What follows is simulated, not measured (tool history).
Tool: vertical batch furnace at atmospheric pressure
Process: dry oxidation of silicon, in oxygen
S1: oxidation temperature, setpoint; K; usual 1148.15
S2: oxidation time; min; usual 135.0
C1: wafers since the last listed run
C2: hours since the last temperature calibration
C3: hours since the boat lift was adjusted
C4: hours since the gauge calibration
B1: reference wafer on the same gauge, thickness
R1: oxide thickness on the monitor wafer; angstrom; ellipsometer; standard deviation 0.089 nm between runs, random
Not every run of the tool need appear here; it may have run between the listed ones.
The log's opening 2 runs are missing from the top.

run	day	S1	S2	C1	C2	C3	C4	B1	R1
3	2.354	1148.15	135.0	375	3786.4	4651.5	529.4	63.71	608.4
4	3.283	1148.15	135.0	235	3808.7	4673.8	551.7	63.69	609.2
5	4.017	1148.15	135.0	186	3826.3	4691.4	569.3	63.72	607.8
# day 4.467: gauge calibrated
6	5.512	1148.15	135.0	379	3862.2	4727.3	25.1	63.66	607.8
7	6.629	1148.15	135.0	283	3889.0	4754.1	51.9	63.72	609.2
8	7.433	1148.15	135.0	204	3908.3	4773.4	71.2	63.66	608.9
9	8.050	1148.15	135.0	156	3923.1	4788.2	86.0	63.70	609.5
10	9.179	1148.15	135.0	286	3950.2	4815.3	113.1	63.68	609.4
11	10.667	1148.15	135.0	377	3985.9	4851.0	148.8	63.70	607.9
# day 12.867: boat lift adjusted
12	12.888	1148.15	135.0	309	4039.2	0.5	202.1	63.66	612.5
13	16.288	1148.15	135.0	862	4120.8	82.1	283.7	63.71	609.8
14	17.271	1148.15	135.0	249	4144.4	105.7	307.3	63.71	610.7
15	18.721	1148.15	135.0	367	4179.2	140.5	342.1	63.72	611.6
# day 20.308: thermocouples replaced and temperature profile calibrated
16	20.329	1148.15	135.0	154	0.5	179.1	380.7	63.68	596.9
17	20.696	1128.15	186.5	93	9.3	187.9	389.5	63.72	599.2
18	21.338	1148.15	135.0	162	24.7	203.3	404.9	63.72	597.7
19	22.062	1141.15	135.0	183	42.1	220.7	422.3	63.72	577.2
20	22.908	1168.15	171.0	214	62.4	241.0	442.6	63.70	728.6
21	23.567	1148.15	97.5	167	78.2	256.8	458.4	63.71	539.7
22	24.446	1148.15	135.0	223	99.3	277.9	479.5	63.71	596.6
23	25.379	1164.15	81.0	236	121.7	300.3	501.9	63.72	548.7
24	25.900	1141.15	135.0	132	134.2	312.8	514.4	63.71	576.7
25	26.925	1162.15	96.0	260	158.8	337.4	539.0	63.69	571.6

Run 26 is up next; what results do you expect?
26	28.346	1148.15	135.0	360	192.9	371.5	573.1	?	?

Run 26 gave B1 63.71, R1 596.4 angstrom.
Had the tool carried no hidden state, the very same run would have given R1 595.9 angstrom.
